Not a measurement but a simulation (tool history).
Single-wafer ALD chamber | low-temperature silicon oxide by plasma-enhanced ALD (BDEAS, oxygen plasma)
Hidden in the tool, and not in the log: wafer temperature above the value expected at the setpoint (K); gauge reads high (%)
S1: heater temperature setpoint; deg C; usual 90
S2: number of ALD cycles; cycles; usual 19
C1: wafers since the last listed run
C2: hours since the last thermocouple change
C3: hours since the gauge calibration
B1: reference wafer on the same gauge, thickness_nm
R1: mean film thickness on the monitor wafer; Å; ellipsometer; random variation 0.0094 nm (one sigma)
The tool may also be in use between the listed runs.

{"run": 1, "hour": 0.0, "S1": 83, "S2": 19, "C1": 0, "C2": 495, "C3": 510.2, "B1": 2.569, "R1": 28.64}
{"run": 2, "hour": 29.1, "S1": 83, "S2": 19, "C1": 318, "C2": 524.1, "C3": 539.3, "B1": 2.572, "R1": 28.51}
{"run": 3, "hour": 42.1, "S1": 90, "S2": 20, "C1": 142, "C2": 537.1, "C3": 552.3, "B1": 2.568, "R1": 29.37}
{"run": 4, "hour": 73.2, "S1": 90, "S2": 20, "C1": 340, "C2": 568.2, "C3": 583.4, "B1": 2.571, "R1": 29.56}
{"run": 5, "hour": 103.9, "S1": 90, "S2": 20, "C1": 336, "C2": 598.9, "C3": 614.1, "B1": 2.569, "R1": 29.69}
{"run": 6, "hour": 122.1, "S1": 90, "S2": 19, "C1": 199, "C2": 617.1, "C3": 632.3, "B1": 2.568, "R1": 28.23}
{"run": 7, "hour": 149.4, "S1": 90, "S2": 19, "C1": 299, "C2": 644.4, "C3": 659.6, "B1": 2.569, "R1": 28.26}
{"run": 8, "hour": 185.1, "S1": 90, "S2": 19, "C1": 391, "C2": 680.1, "C3": 695.3, "B1": 2.57, "R1": 27.89}
{"run": 9, "hour": 210.7, "S1": 90, "S2": 19, "C1": 280, "C2": 705.7, "C3": 720.9, "B1": 2.569, "R1": 28.06}
{"run": 10, "hour": 240.5, "S1": 90, "S2": 19, "C1": 326, "C2": 735.5, "C3": 750.7, "B1": 2.571, "R1": 27.98}
{"run": 11, "hour": 263.1, "S1": 90, "S2": 19, "C1": 247, "C2": 758.1, "C3": 773.3, "B1": 2.572, "R1": 28.2}
{"run": 12, "hour": 283.0, "S1": 90, "S2": 19, "C1": 218, "C2": 778, "C3": 793.2, "B1": 2.57, "R1": 28.15}
{"run": 13, "hour": 309.7, "S1": 90, "S2": 19, "C1": 292, "C2": 804.7, "C3": 819.9, "B1": 2.57, "R1": 28.08}
{"run": 14, "hour": 343.4, "S1": 90, "S2": 19, "C1": 369, "C2": 838.4, "C3": 853.6, "B1": 2.569, "R1": 28.11}
{"run": 15, "hour": 377.7, "S1": 90, "S2": 19, "C1": 375, "C2": 872.7, "C3": 887.9, "B1": 2.571, "R1": 28.1}
{"run": 16, "hour": 408.4, "S1": 90, "S2": 19, "C1": 336, "C2": 903.4, "C3": 918.6, "B1": 2.572, "R1": 28.07}
{"run": 17, "hour": 440.8, "S1": 90, "S2": 19, "C1": 355, "C2": 935.8, "C3": 951, "B1": 2.57, "R1": 28.23}
{"run": 18, "hour": 469.4, "S1": 90, "S2": 19, "C1": 313, "C2": 964.4, "C3": 979.6, "B1": 2.567, "R1": 28.11}
{"run": 19, "hour": 483.6, "S1": 90, "S2": 19, "C1": 155, "C2": 978.6, "C3": 993.8, "B1": 2.57, "R1": 28.25}
{"run": 20, "hour": 507.8, "S1": 81, "S2": 19, "C1": 265, "C2": 1002.8, "C3": 1018, "B1": 2.57, "R1": 28.92}
{"run": 21, "hour": 534.4, "S1": 90, "S2": 16, "C1": 291, "C2": 1029.4, "C3": 1044.6, "B1": 2.567, "R1": 23.69}
{"run": 22, "hour": 630.3, "S1": 90, "S2": 19, "C1": 1051, "C2": 1125.3, "C3": 1140.5, "B1": 2.571, "R1": 28.19}
{"run": 23, "hour": 657.8, "S1": 90, "S2": 19, "C1": 301, "C2": 1152.8, "C3": 1168, "B1": 2.569, "R1": 28.22}
{"hour": 672.1, "done": "thermocouple changed; heater temperature recalibrated"}
{"run": 24, "hour": 687.9, "S1": 98, "S2": 19, "C1": 242, "C2": 15.8, "C3": 1198.1, "B1": 2.571, "R1": 27.23}
{"run": 25, "hour": 721.8, "S1": 103, "S2": 19, "C1": 371, "C2": 49.7, "C3": 1232, "B1": 2.571, "R1": 26.78}
{"run": 26, "hour": 751.5, "S1": 82, "S2": 20, "C1": 325, "C2": 79.4, "C3": 1261.7, "B1": 2.569, "R1": 29.91}
{"run": 27, "hour": 786.4, "S1": 78, "S2": 16, "C1": 382, "C2": 114.3, "C3": 1296.6, "B1": 2.572, "R1": 24.28}
{"hour": 812.5, "done": "gauge calibrated"}
{"run": 28, "hour": 818.1, "S1": 104, "S2": 21, "C1": 347, "C2": 146, "C3": 5.6, "B1": 2.572, "R1": 29.79}
{"run": 29, "hour": 845.0, "S1": 96, "S2": 16, "C1": 294, "C2": 172.9, "C3": 32.5, "B1": 2.569, "R1": 23.1}
{"run": 30, "hour": 857.9, "S1": 77, "S2": 17, "C1": 141, "C2": 185.8, "C3": 45.4, "B1": 2.572, "R1": 26.04}
{"run": 31, "hour": 878.9, "S1": 101, "S2": 17, "C1": 230, "C2": 206.8, "C3": 66.4, "B1": 2.569, "R1": 24.14}
{"run": 32, "hour": 906.3, "S1": 101, "S2": 16, "C1": 300, "C2": 234.2, "C3": 93.8, "B1": 2.572, "R1": 22.75}
{"run": 33, "hour": 933.8, "S1": 104, "S2": 21, "C1": 301, "C2": 261.7, "C3": 121.3, "B1": 2.571, "R1": 29.63}
{"run": 34, "hour": 1020.3, "S1": 85, "S2": 19, "C1": 948, "C2": 348.2, "C3": 207.8, "B1": 2.569, "R1": 28.49}
{"run": 35, "hour": 1046.1, "S1": 90, "S2": 18, "C1": 282, "C2": 374, "C3": 233.6, "B1": 2.567, "R1": 26.52}
{"run": 36, "hour": 1075.6, "S1": 102, "S2": 15, "C1": 323, "C2": 403.5, "C3": 263.1, "B1": 2.57, "R1": 21.24}
{"run": 37, "hour": 1088.1, "S1": 78, "S2": 21, "C1": 137, "C2": 416, "C3": 275.6, "B1": 2.57, "R1": 32.08}
{"run": 38, "hour": 1106.8, "S1": 90, "S2": 19, "C1": 204, "C2": 434.7, "C3": 294.3, "B1": 2.569, "R1": 28.05}
{"run": 39, "hour": 1128.8, "S1": 90, "S2": 19, "C1": 241, "C2": 456.7, "C3": 316.3, "B1": 2.571, "R1": 28}

Measured less the same run without the tool's hidden state. The same run-to-run variation is in both; the gauge's scatter may not be:
run=1 R1=+0.14
run=2 R1=+0.15
run=3 R1=+0.16
run=4 R1=+0.17
run=5 R1=+0.19
run=6 R1=+0.19
run=7 R1=+0.2
run=8 R1=+0.21
run=9 R1=+0.22
run=10 R1=+0.24
run=11 R1=+0.24
run=12 R1=+0.25
run=13 R1=+0.26
run=14 R1=+0.28
run=15 R1=+0.29
run=16 R1=+0.3
run=17 R1=+0.32
run=18 R1=+0.33
run=19 R1=+0.34
run=20 R1=+0.35
run=21 R1=+0.3
run=22 R1=+0.39
run=23 R1=+0.41
run=24 R1=+0.04
run=25 R1=+0.03
run=26 R1=+0.07
run=27 R1=+0.07
run=28 R1=+0.05
run=29 R1=+0.09
run=30 R1=+0.1
run=31 R1=+0.11
run=32 R1=+0.11
run=33 R1=+0.08
run=34 R1=+0.18
run=35 R1=+0.18
run=36 R1=+0.13
run=37 R1=+0.23
run=38 R1=+0.22
run=39 R1=+0.23
